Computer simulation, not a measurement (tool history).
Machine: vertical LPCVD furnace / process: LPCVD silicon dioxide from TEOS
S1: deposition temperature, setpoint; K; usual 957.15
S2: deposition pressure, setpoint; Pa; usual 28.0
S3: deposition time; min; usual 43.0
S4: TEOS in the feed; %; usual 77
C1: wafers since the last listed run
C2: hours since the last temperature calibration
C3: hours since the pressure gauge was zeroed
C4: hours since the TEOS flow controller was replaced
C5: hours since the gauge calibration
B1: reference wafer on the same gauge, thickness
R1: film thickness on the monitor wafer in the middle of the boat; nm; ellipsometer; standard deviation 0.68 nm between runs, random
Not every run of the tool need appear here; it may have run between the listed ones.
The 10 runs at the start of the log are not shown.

Run 11, hour 776.3: usual settings but S1 951.15 K; C1 711; C2 2349.3; C3 1499.8; C4 6104.9; C5 2509.8; B1 223.97. Result: R1 165.42 nm.
Run 12, hour 883.7: usual settings but S1 951.15 K; C1 853; C2 2456.7; C3 1607.2; C4 6212.3; C5 2617.2; B1 224.23. Result: R1 165.45 nm.
At hour 936.3: TEOS flow controller replaced.
Run 13, hour 936.8: usual settings; C1 231; C2 2509.8; C3 1660.3; C4 0.5; C5 2670.3; B1 223.89. Result: R1 192.02 nm.
Run 14, hour 997.7: usual settings; C1 483; C2 2570.7; C3 1721.2; C4 61.4; C5 2731.2; B1 223.69. Result: R1 191.85 nm.
Run 15, hour 1045.8: usual settings; C1 382; C2 2618.8; C3 1769.3; C4 109.5; C5 2779.3; B1 224.06. Result: R1 192.63 nm.
At hour 1118.6: pressure gauge zeroed.
Run 16, hour 1119.1: usual settings but S3 28.5 min; C1 391; C2 2692.1; C3 0.5; C4 182.8; C5 2852.6; B1 223.94. Result: R1 124.11 nm.
Run 17, hour 1152.2: usual settings but S3 31.5 min; C1 263; C2 2725.2; C3 33.6; C4 215.9; C5 2885.7; B1 224.22. Result: R1 138.07 nm.
Run 18, hour 1249.0: usual settings but S1 952.15 K, S3 28.0 min; C1 769; C2 2822.0; C3 130.4; C4 312.7; C5 2982.5; B1 223.85. Result: R1 109.59 nm.
At hour 1329.3: gauge calibrated.
Run 19, hour 1344.5: usual settings but S3 57.0 min; C1 758; C2 2917.5; C3 225.9; C4 408.2; C5 15.2; B1 224.13. Result: R1 251.44 nm.
Run 20, hour 1397.4: usual settings but S1 967.15 K, S2 22.7 Pa, S3 35.5 min, S4 66 %; C1 420; C2 2970.4; C3 278.8; C4 461.1; C5 68.1; B1 223.93. Result: R1 167.03 nm.
Run 21, hour 1504.2: usual settings but S1 964.15 K, S2 32.7 Pa; C1 848; C2 3077.2; C3 385.6; C4 567.9; C5 174.9; B1 223.95. Result: R1 240.90 nm.
Run 22, hour 1558.8: usual settings but S1 954.15 K; C1 433; C2 3131.8; C3 440.2; C4 622.5; C5 229.5; B1 223.81. Result: R1 177.08 nm.
Run 23, hour 1597.5: usual settings but S3 37.0 min, S4 86 %; C1 307; C2 3170.5; C3 478.9; C4 661.2; C5 268.2; B1 223.77. Result: R1 173.50 nm.
Run 24, hour 1667.6: usual settings; C1 557; C2 3240.6; C3 549.0; C4 731.3; C5 338.3; B1 224.09. Result: R1 190.70 nm.
At hour 1757.6: thermocouples replaced and temperature profile calibrated.
Run 25, hour 1894.9: usual settings; C1 1615; C2 137.3; C3 776.3; C4 958.6; C5 565.6; B1 224.05. Result: R1 190.66 nm.

Run 26, settings as shown, results not yet in. Your forecast:
Run 26, hour 1998.6: usual settings; C1 824; C2 241.0; C3 880.0; C4 1062.3; C5 669.3; B1 ?. Result: R1 ?.

{"run 26": {"B1": 224.23, "R1": 191.57}}
With the hidden condition absent and the run-to-run variation left alone, this run would have shown R1 187.63 nm.
